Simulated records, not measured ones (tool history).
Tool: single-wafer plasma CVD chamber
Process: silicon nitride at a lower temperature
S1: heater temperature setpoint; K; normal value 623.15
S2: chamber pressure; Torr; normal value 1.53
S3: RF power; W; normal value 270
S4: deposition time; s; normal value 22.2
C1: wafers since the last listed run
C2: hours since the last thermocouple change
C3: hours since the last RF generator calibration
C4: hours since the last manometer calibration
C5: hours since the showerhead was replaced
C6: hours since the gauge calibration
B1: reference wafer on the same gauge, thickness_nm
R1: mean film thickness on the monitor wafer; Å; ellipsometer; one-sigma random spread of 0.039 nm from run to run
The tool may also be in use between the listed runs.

{"run": 1, "hour": 0.0, "S1": 623.15, "S2": 1.53, "S3": 270, "S4": 22.2, "C1": 0, "C2": 1458.5, "C3": 1348.8, "C4": 2304.2, "C5": 2404.6, "C6": 588.3, "B1": 30.698, "R1": 259.07}
{"run": 2, "hour": 28.5, "S1": 623.15, "S2": 1.53, "S3": 270, "S4": 22.2, "C1": 1029, "C2": 1487, "C3": 1377.3, "C4": 2332.7, "C5": 2433.1, "C6": 616.8, "B1": 30.704, "R1": 258.81}
{"run": 3, "hour": 68.7, "S1": 623.15, "S2": 1.53, "S3": 270, "S4": 22.2, "C1": 1452, "C2": 1527.2, "C3": 1417.5, "C4": 2372.9, "C5": 2473.3, "C6": 657, "B1": 30.706, "R1": 258.09}
{"run": 4, "hour": 135.7, "S1": 623.15, "S2": 1.53, "S3": 270, "S4": 22.2, "C1": 2421, "C2": 1594.2, "C3": 1484.5, "C4": 2439.9, "C5": 2540.3, "C6": 724, "B1": 30.699, "R1": 258.44}
{"run": 5, "hour": 174.2, "S1": 623.15, "S2": 1.53, "S3": 270, "S4": 22.2, "C1": 1391, "C2": 1632.7, "C3": 1523, "C4": 2478.4, "C5": 2578.8, "C6": 762.5, "B1": 30.703, "R1": 258.53}
{"run": 6, "hour": 200.0, "S1": 623.15, "S2": 1.53, "S3": 270, "S4": 22.2, "C1": 932, "C2": 1658.5, "C3": 1548.8, "C4": 2504.2, "C5": 2604.6, "C6": 788.3, "B1": 30.695, "R1": 258.48}
{"run": 7, "hour": 234.5, "S1": 623.15, "S2": 1.53, "S3": 270, "S4": 22.2, "C1": 1246, "C2": 1693, "C3": 1583.3, "C4": 2538.7, "C5": 2639.1, "C6": 822.8, "B1": 30.701, "R1": 258.79}
{"run": 8, "hour": 267.1, "S1": 623.15, "S2": 1.65, "S3": 270, "S4": 22.2, "C1": 1178, "C2": 1725.6, "C3": 1615.9, "C4": 2571.3, "C5": 2671.7, "C6": 855.4, "B1": 30.692, "R1": 262.72}
{"hour": 308.0, "done": "showerhead replaced"}
{"run": 9, "hour": 332.6, "S1": 623.15, "S2": 1.65, "S3": 270, "S4": 22.2, "C1": 2077, "C2": 1791.1, "C3": 1681.4, "C4": 2636.8, "C5": 24.6, "C6": 920.9, "B1": 30.707, "R1": 262.62}
{"run": 10, "hour": 368.6, "S1": 623.15, "S2": 1.7, "S3": 305, "S4": 22.2, "C1": 1300, "C2": 1827.1, "C3": 1717.4, "C4": 2672.8, "C5": 60.6, "C6": 956.9, "B1": 30.696, "R1": 295.85}
{"hour": 438.2, "done": "capacitance manometer re-zeroed and calibrated"}
{"hour": 463.0, "done": "RF generator calibrated"}
{"hour": 476.8, "done": "thermocouple changed; heater temperature recalibrated"}
{"hour": 518.7, "done": "gauge calibrated"}
{"run": 11, "hour": 558.1, "S1": 623.15, "S2": 1.53, "S3": 220, "S4": 22.2, "C1": 5980, "C2": 81.3, "C3": 95.1, "C4": 119.9, "C5": 250.1, "C6": 39.4, "B1": 30.701, "R1": 207.36}
{"run": 12, "hour": 584.1, "S1": 623.15, "S2": 1.53, "S3": 270, "S4": 22.2, "C1": 939, "C2": 107.3, "C3": 121.1, "C4": 145.9, "C5": 276.1, "C6": 65.4, "B1": 30.696, "R1": 257.14}
{"run": 13, "hour": 612.5, "S1": 632.15, "S2": 1.53, "S3": 270, "S4": 24.4, "C1": 1026, "C2": 135.7, "C3": 149.5, "C4": 174.3, "C5": 304.5, "C6": 93.8, "B1": 30.707, "R1": 282.37}
{"run": 14, "hour": 660.7, "S1": 623.15, "S2": 1.25, "S3": 270, "S4": 18.7, "C1": 1741, "C2": 183.9, "C3": 197.7, "C4": 222.5, "C5": 352.7, "C6": 142, "B1": 30.702, "R1": 207.48}
{"run": 15, "hour": 715.1, "S1": 623.15, "S2": 1.53, "S3": 270, "S4": 22.2, "C1": 1965, "C2": 238.3, "C3": 252.1, "C4": 276.9, "C5": 407.1, "C6": 196.4, "B1": 30.702, "R1": 258.39}
{"run": 16, "hour": 772.6, "S1": 623.15, "S2": 1.86, "S3": 315, "S4": 23.9, "C1": 2077, "C2": 295.8, "C3": 309.6, "C4": 334.4, "C5": 464.6, "C6": 253.9, "B1": 30.703, "R1": 334.77}
{"run": 17, "hour": 814.2, "S1": 617.15, "S2": 1.23, "S3": 245, "S4": 20.3, "C1": 1503, "C2": 337.4, "C3": 351.2, "C4": 376, "C5": 506.2, "C6": 295.5, "B1": 30.694, "R1": 203.96}

Run 18 has not been measured yet. What should we expect?
{"run": 18, "hour": 869.5, "S1": 623.15, "S2": 1.53, "S3": 270, "S4": 22.2, "C1": 1998, "C2": 392.7, "C3": 406.5, "C4": 431.3, "C5": 561.5, "C6": 350.8, "B1": "?", "R1": "?"}

{"run 18": {"B1": 30.71, "R1": 257.7}}
Minus the tool's unlogged condition, the same run would have read R1 257.37 Å.

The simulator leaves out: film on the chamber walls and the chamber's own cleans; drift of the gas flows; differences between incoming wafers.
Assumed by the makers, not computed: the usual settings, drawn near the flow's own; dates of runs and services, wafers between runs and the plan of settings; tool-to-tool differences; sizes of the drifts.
